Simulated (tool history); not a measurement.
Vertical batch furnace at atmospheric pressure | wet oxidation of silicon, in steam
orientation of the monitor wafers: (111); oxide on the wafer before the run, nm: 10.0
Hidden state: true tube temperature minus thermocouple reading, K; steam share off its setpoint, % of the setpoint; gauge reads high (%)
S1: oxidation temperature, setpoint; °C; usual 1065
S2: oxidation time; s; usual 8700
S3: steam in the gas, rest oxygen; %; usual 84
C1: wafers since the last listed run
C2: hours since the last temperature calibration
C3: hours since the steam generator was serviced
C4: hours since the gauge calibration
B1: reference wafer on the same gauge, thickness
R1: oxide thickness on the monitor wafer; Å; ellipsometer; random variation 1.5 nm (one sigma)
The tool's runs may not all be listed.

run 1 hour=0.0 | S1=1065 S2=8700 S3=84 | C1=0 C2=2034.4 C3=3173.9 C4=319.7 | B1=741.58 | R1=8949.8
run 2 hour=18.8 | S1=1065 S2=8700 S3=84 | C1=156 C2=2053.2 C3=3192.7 C4=338.5 | B1=741.26 | R1=8942.3
run 3 hour=40.3 | S1=1065 S2=8700 S3=84 | C1=178 C2=2074.7 C3=3214.2 C4=360.0 | B1=740.70 | R1=8936.9
run 4 hour=84.4 | S1=1065 S2=8700 S3=84 | C1=366 C2=2118.8 C3=3258.3 C4=404.1 | B1=740.88 | R1=8915.8
run 5 hour=108.0 | S1=1065 S2=8700 S3=84 | C1=195 C2=2142.4 C3=3281.9 C4=427.7 | B1=740.94 | R1=8918.6
run 6 hour=122.8 | S1=1065 S2=8700 S3=84 | C1=122 C2=2157.2 C3=3296.7 C4=442.5 | B1=741.27 | R1=8941.4
run 7 hour=134.5 | S1=1050 S2=8700 S3=89 | C1=97 C2=2168.9 C3=3308.4 C4=454.2 | B1=741.11 | R1=8726.8
run 8 hour=161.9 | S1=1050 S2=8700 S3=89 | C1=227 C2=2196.3 C3=3335.8 C4=481.6 | B1=741.10 | R1=8702.9
run 9 hour=186.3 | S1=1050 S2=8700 S3=89 | C1=202 C2=2220.7 C3=3360.2 C4=506.0 | B1=740.68 | R1=8727.1
-- hour=252.0 gauge calibrated
run 10 hour=263.0 | S1=1065 S2=8700 S3=84 | C1=636 C2=2297.4 C3=3436.9 C4=11.0 | B1=741.20 | R1=8869.9
run 11 hour=277.4 | S1=1065 S2=8700 S3=84 | C1=119 C2=2311.8 C3=3451.3 C4=25.4 | B1=741.01 | R1=8881.5
run 12 hour=289.1 | S1=1065 S2=8700 S3=84 | C1=97 C2=2323.5 C3=3463.0 C4=37.1 | B1=741.25 | R1=8880.4
run 13 hour=299.0 | S1=1065 S2=7380 S3=84 | C1=82 C2=2333.4 C3=3472.9 C4=47.0 | B1=740.54 | R1=8141.9
run 14 hour=315.8 | S1=1065 S2=7380 S3=84 | C1=139 C2=2350.2 C3=3489.7 C4=63.8 | B1=741.01 | R1=8132.2
run 15 hour=336.4 | S1=1065 S2=7380 S3=84 | C1=171 C2=2370.8 C3=3510.3 C4=84.4 | B1=740.80 | R1=8121.6
run 16 hour=360.1 | S1=1084 S2=11580 S3=84 | C1=196 C2=2394.5 C3=3534.0 C4=108.1 | B1=740.32 | R1=10999.3
run 17 hour=380.5 | S1=1065 S2=8700 S3=84 | C1=169 C2=2414.9 C3=3554.4 C4=128.5 | B1=740.69 | R1=8860.8
run 18 hour=394.8 | S1=1080 S2=6630 S3=73 | C1=118 C2=2429.2 C3=3568.7 C4=142.8 | B1=741.58 | R1=7491.8
run 19 hour=418.6 | S1=1065 S2=8700 S3=84 | C1=197 C2=2453.0 C3=3592.5 C4=166.6 | B1=740.94 | R1=8844.9
-- hour=455.8 thermocouples replaced and temperature profile calibrated
run 20 hour=456.3 | S1=1072 S2=5010 S3=89 | C1=113 C2=0.5 C3=3630.2 C4=204.3 | B1=740.88 | R1=6950.9
run 21 hour=462.8 | S1=1054 S2=6120 S3=75 | C1=22 C2=7.0 C3=3636.7 C4=210.8 | B1=741.05 | R1=6600.2
run 22 hour=469.4 | S1=1055 S2=8700 S3=84 | C1=0 C2=13.6 C3=3643.3 C4=217.4 | B1=741.01 | R1=8533.5
-- hour=483.0 steam generator serviced
run 23 hour=483.5 | S1=1046 S2=10680 S3=73 | C1=4 C2=27.7 C3=0.5 C4=231.5 | B1=740.49 | R1=8944.8
run 24 hour=495.0 | S1=1055 S2=5520 S3=76 | C1=95 C2=39.2 C3=12.0 C4=243.0 | B1=740.89 | R1=6576.4
run 25 hour=522.8 | S1=1065 S2=8700 S3=84 | C1=230 C2=67.0 C3=39.8 C4=270.8 | B1=740.93 | R1=9221.6
run 26 hour=536.0 | S1=1078 S2=5100 S3=78 | C1=109 C2=80.2 C3=53.0 C4=284.0 | B1=740.99 | R1=6972.5
run 27 hour=555.2 | S1=1065 S2=12480 S3=78 | C1=159 C2=99.4 C3=72.2 C4=303.2 | B1=741.35 | R1=10783.3
run 28 hour=581.2 | S1=1049 S2=8700 S3=87 | C1=215 C2=125.4 C3=98.2 C4=329.2 | B1=740.99 | R1=8896.8
run 29 hour=631.2 | S1=1046 S2=8700 S3=75 | C1=415 C2=175.4 C3=148.2 C4=379.2 | B1=741.25 | R1=8117.6
run 30 hour=657.2 | S1=1065 S2=7590 S3=84 | C1=215 C2=201.4 C3=174.2 C4=405.2 | B1=741.29 | R1=8607.4
run 31 hour=666.9 | S1=1065 S2=8700 S3=84 | C1=80 C2=211.1 C3=183.9 C4=414.9 | B1=741.31 | R1=9248.6

3 ways to go on from here, each from the tool as it stands after run 31. What would each give?
run A hour=673.5 | S1=1081 S2=8700 S3=84 | C1=54 C2=217.7 C3=190.5 C4=421.5 | B1=? | R1=?
run B hour=673.5 | S1=1087 S2=12930 S3=73 | C1=54 C2=217.7 C3=190.5 C4=421.5 | B1=? | R1=?
run C hour=673.5 | S1=1086 S2=7050 S3=93 | C1=54 C2=217.7 C3=190.5 C4=421.5 | B1=? | R1=?

run=A B1=741.31 R1=9743.0
run=B B1=741.31 R1=11357.3
run=C B1=741.31 R1=9346.3
Without the tool's hidden state the same runs would have given:
run=A R1=9749.7
run=B R1=11365.0
run=C R1=9352.7
